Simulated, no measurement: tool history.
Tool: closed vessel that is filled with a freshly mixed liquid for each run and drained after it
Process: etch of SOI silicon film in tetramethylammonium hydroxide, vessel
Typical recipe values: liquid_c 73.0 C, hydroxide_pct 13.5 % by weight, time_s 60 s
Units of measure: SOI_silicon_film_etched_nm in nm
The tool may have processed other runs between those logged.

| run | hour | liquid_c | hydroxide_pct | time_s | read-back film thickness of the SOI silicon film reference wafer, read on the same gauge (nm) | SOI_silicon_film_etched_nm |
|---|---|---|---|---|---|---|
| 1 | 0.0 | 73.0 | 13.5 | 85 | 30.00 | 837.94 |
| 2 | 10.9 | 73.0 | 14.5 | 60 | 30.00 | 562.44 |
| 3 | 22.0 | 73.0 | 14.5 | 60 | 30.02 | 568.25 |
| 4 | 32.8 | 73.0 | 13.5 | 60 | 29.96 | 586.17 |
| 5 | 42.5 | 73.0 | 13.5 | 60 | 29.96 | 582.16 |
| 6 | 57.4 | 73.0 | 13.5 | 60 | 30.03 | 586.65 |
| 7 | 69.4 | 73.0 | 13.5 | 75 | 30.01 | 736.75 |
| 8 | 77.4 | 73.0 | 13.5 | 75 | 30.04 | 730.95 |
| 9 | 87.2 | 73.0 | 13.5 | 60 | 29.99 | 587.86 |
| 10 | 97.8 | 73.0 | 13.5 | 60 | 29.97 | 585.15 |
|  | 129.5 | thermometer replaced |
|  | 144.6 | hydroxide flow meter replaced |
| 11 | 151.1 | 75.5 | 13.5 | 70 | 29.98 | 786.50 |
|  | 153.4 | gauge calibrated |
| 12 | 158.5 | 75.5 | 13.5 | 70 | 30.00 | 788.85 |
| 13 | 174.4 | 75.5 | 13.5 | 70 | 30.03 | 789.71 |
| 14 | 180.7 | 73.0 | 13.5 | 60 | 29.99 | 588.61 |
| 15 | 187.8 | 73.0 | 13.5 | 85 | 30.00 | 828.68 |
| 16 | 204.4 | 75.5 | 13.5 | 70 | 29.97 | 792.57 |
| 17 | 221.9 | 80.5 | 13.5 | 35 | 29.97 | 525.77 |
| 18 | 239.0 | 73.0 | 13.5 | 70 | 29.98 | 680.41 |
| 19 | 256.6 | 70.0 | 10.0 | 45 | 30.00 | 415.47 |
| 20 | 274.6 | 73.0 | 17.5 | 80 | 30.04 | 703.64 |
| 21 | 285.7 | 69.5 | 12.5 | 70 | 30.01 | 575.24 |
| 22 | 299.5 | 69.5 | 12.5 | 70 | 29.97 | 575.05 |
| 23 | 305.6 | 73.0 | 13.5 | 60 | 30.02 | 585.30 |
| 24 | 314.4 | 80.5 | 13.5 | 60 | 29.97 | 893.80 |
| 25 | 330.3 | 78.5 | 13.5 | 35 | 29.98 | 466.42 |
| 26 | 357.2 | 65.5 | 13.5 | 60 | 30.00 | 375.46 |
| 27 | 365.4 | 76.5 | 15.0 | 45 | 30.00 | 510.35 |
| 28 | 378.0 | 76.0 | 13.5 | 60 | 30.02 | 694.97 |

5 ways to go on from here, each from the tool as it stands after run 28. What would each give?
| A | 378.7 | 73.0 | 13.5 | 60 | ? | ? |
| B | 378.7 | 69.0 | 13.5 | 60 | ? | ? |
| C | 378.7 | 80.0 | 10.5 | 75 | ? | ? |
| D | 378.7 | 73.0 | 13.5 | 80 | ? | ? |
| E | 378.7 | 73.0 | 16.0 | 60 | ? | ? |

| run | read-back film thickness of the SOI silicon film reference wafer, read on the same gauge (nm) | SOI_silicon_film_etched_nm |
|---|---|---|
| A | 30.01 | 588.51 |
| B | 30.01 | 465.97 |
| C | 30.01 | 1209.77 |
| D | 30.01 | 784.68 |
| E | 30.01 | 545.31 |
The same runs, with their run-to-run variation unchanged, on a tool lacking any hidden condition would have given:
| run | SOI_silicon_film_etched_nm |
|---|---|
| A | 588.51 |
| B | 465.97 |
| C | 1209.77 |
| D | 784.68 |
| E | 545.31 |
